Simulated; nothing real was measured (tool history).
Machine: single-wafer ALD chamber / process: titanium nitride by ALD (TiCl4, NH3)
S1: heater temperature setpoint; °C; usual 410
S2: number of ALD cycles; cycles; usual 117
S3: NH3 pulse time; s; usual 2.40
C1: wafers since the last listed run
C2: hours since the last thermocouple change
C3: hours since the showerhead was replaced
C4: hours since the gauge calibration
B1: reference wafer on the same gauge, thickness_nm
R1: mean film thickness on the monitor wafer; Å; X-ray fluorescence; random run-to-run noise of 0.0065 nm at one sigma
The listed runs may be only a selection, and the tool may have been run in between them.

| run | day | S1 | S2 | S3 | C1 | C2 | C3 | C4 | B1 | R1 |
|---|---|---|---|---|---|---|---|---|---|---|
| 1 | 0.000 | 405 | 117 | 2.13 | 0 | 1747.7 | 4242.5 | 291.7 | 2.499 | 25.69 |
| 2 | 0.421 | 405 | 117 | 2.13 | 12 | 1757.8 | 4252.6 | 301.8 | 2.501 | 25.76 |
| 3 | 1.067 | 405 | 117 | 2.13 | 18 | 1773.3 | 4268.1 | 317.3 | 2.498 | 25.78 |
| 4 | 1.675 | 410 | 117 | 2.40 | 17 | 1787.9 | 4282.7 | 331.9 | 2.501 | 25.90 |
| 5 | 2.358 | 410 | 117 | 2.40 | 20 | 1804.3 | 4299.1 | 348.3 | 2.500 | 25.83 |
| 6 | 3.050 | 410 | 117 | 2.40 | 20 | 1820.9 | 4315.7 | 364.9 | 2.501 | 25.85 |
| 7 | 3.504 | 410 | 117 | 2.40 | 13 | 1831.8 | 4326.6 | 375.8 | 2.500 | 25.93 |
| 8 | 4.000 | 410 | 117 | 2.40 | 14 | 1843.7 | 4338.5 | 387.7 | 2.500 | 25.93 |
| 9 | 4.658 | 410 | 117 | 2.40 | 19 | 1859.5 | 4354.3 | 403.5 | 2.498 | 25.86 |
|  | 6.542 | gauge calibrated |
| 10 | 6.688 | 410 | 117 | 2.40 | 59 | 1908.2 | 4403.0 | 3.5 | 2.500 | 25.93 |
| 11 | 6.983 | 410 | 117 | 2.40 | 8 | 1915.3 | 4410.1 | 10.6 | 2.500 | 25.84 |
| 12 | 7.525 | 410 | 117 | 2.40 | 15 | 1928.3 | 4423.1 | 23.6 | 2.501 | 25.89 |
| 13 | 7.971 | 418 | 117 | 2.40 | 13 | 1939.0 | 4433.8 | 34.3 | 2.499 | 26.01 |
|  | 8.308 | showerhead replaced |
| 14 | 8.329 | 418 | 117 | 2.40 | 0 | 1947.6 | 0.5 | 42.9 | 2.499 | 26.05 |
| 15 | 8.625 | 418 | 117 | 2.40 | 8 | 1954.7 | 7.6 | 50.0 | 2.500 | 26.03 |
| 16 | 8.925 | 410 | 117 | 2.40 | 8 | 1961.9 | 14.8 | 57.2 | 2.500 | 26.04 |
| 17 | 9.525 | 410 | 117 | 2.40 | 17 | 1976.3 | 29.2 | 71.6 | 2.500 | 25.89 |
| 18 | 9.946 | 410 | 117 | 2.40 | 12 | 1986.4 | 39.3 | 81.7 | 2.500 | 25.91 |
| 19 | 12.129 | 417 | 128 | 2.40 | 64 | 2038.8 | 91.7 | 134.1 | 2.500 | 28.41 |
|  | 12.846 | thermocouple changed; heater temperature recalibrated |
| 20 | 12.862 | 417 | 98 | 2.93 | 11 | 0.4 | 109.3 | 151.7 | 2.500 | 21.91 |
| 21 | 13.467 | 417 | 96 | 2.91 | 17 | 14.9 | 123.8 | 166.2 | 2.500 | 21.48 |
| 22 | 14.138 | 403 | 95 | 2.69 | 19 | 31.0 | 139.9 | 182.3 | 2.499 | 21.12 |
| 23 | 14.475 | 398 | 131 | 1.69 | 9 | 39.1 | 148.0 | 190.4 | 2.500 | 28.37 |
| 24 | 14.775 | 414 | 95 | 3.29 | 8 | 46.3 | 155.2 | 197.6 | 2.500 | 21.32 |
| 25 | 15.246 | 410 | 130 | 2.98 | 13 | 57.6 | 166.5 | 208.9 | 2.500 | 28.88 |
| 26 | 15.625 | 410 | 117 | 1.98 | 11 | 66.7 | 175.6 | 218.0 | 2.500 | 25.81 |
| 27 | 16.217 | 410 | 117 | 2.40 | 17 | 80.9 | 189.8 | 232.2 | 2.500 | 25.97 |
| 28 | 16.542 | 418 | 95 | 2.67 | 9 | 88.7 | 197.6 | 240.0 | 2.501 | 21.11 |
| 29 | 17.175 | 415 | 137 | 1.77 | 18 | 103.9 | 212.8 | 255.2 | 2.498 | 30.02 |
| 30 | 17.750 | 420 | 117 | 3.06 | 16 | 117.7 | 226.6 | 269.0 | 2.501 | 26.17 |
| 31 | 18.333 | 425 | 132 | 3.07 | 17 | 131.7 | 240.6 | 283.0 | 2.501 | 29.62 |
| 32 | 18.750 | 410 | 117 | 2.40 | 12 | 141.7 | 250.6 | 293.0 | 2.500 | 25.89 |
| 33 | 19.317 | 410 | 117 | 2.40 | 16 | 155.3 | 264.2 | 306.6 | 2.500 | 25.94 |
| 34 | 19.821 | 410 | 131 | 2.40 | 14 | 167.4 | 276.3 | 318.7 | 2.500 | 29.04 |
| 35 | 20.083 | 410 | 117 | 2.40 | 7 | 173.7 | 282.6 | 325.0 | 2.501 | 25.94 |
| 36 | 20.362 | 410 | 117 | 2.40 | 8 | 180.4 | 289.3 | 331.7 | 2.499 | 26.08 |
| 37 | 20.871 | 424 | 101 | 3.31 | 14 | 192.6 | 301.5 | 343.9 | 2.500 | 22.66 |
| 38 | 21.429 | 403 | 95 | 2.69 | 16 | 206.0 | 314.9 | 357.3 | 2.501 | 21.04 |
| 39 | 21.712 | 410 | 102 | 2.40 | 8 | 212.8 | 321.7 | 364.1 | 2.502 | 22.58 |

Exercise: give the hidden state of the tool at every run:
wafer temperature above the value expected at the setpoint (K): 0 in every run
gauge reads high (%): 0 in every run

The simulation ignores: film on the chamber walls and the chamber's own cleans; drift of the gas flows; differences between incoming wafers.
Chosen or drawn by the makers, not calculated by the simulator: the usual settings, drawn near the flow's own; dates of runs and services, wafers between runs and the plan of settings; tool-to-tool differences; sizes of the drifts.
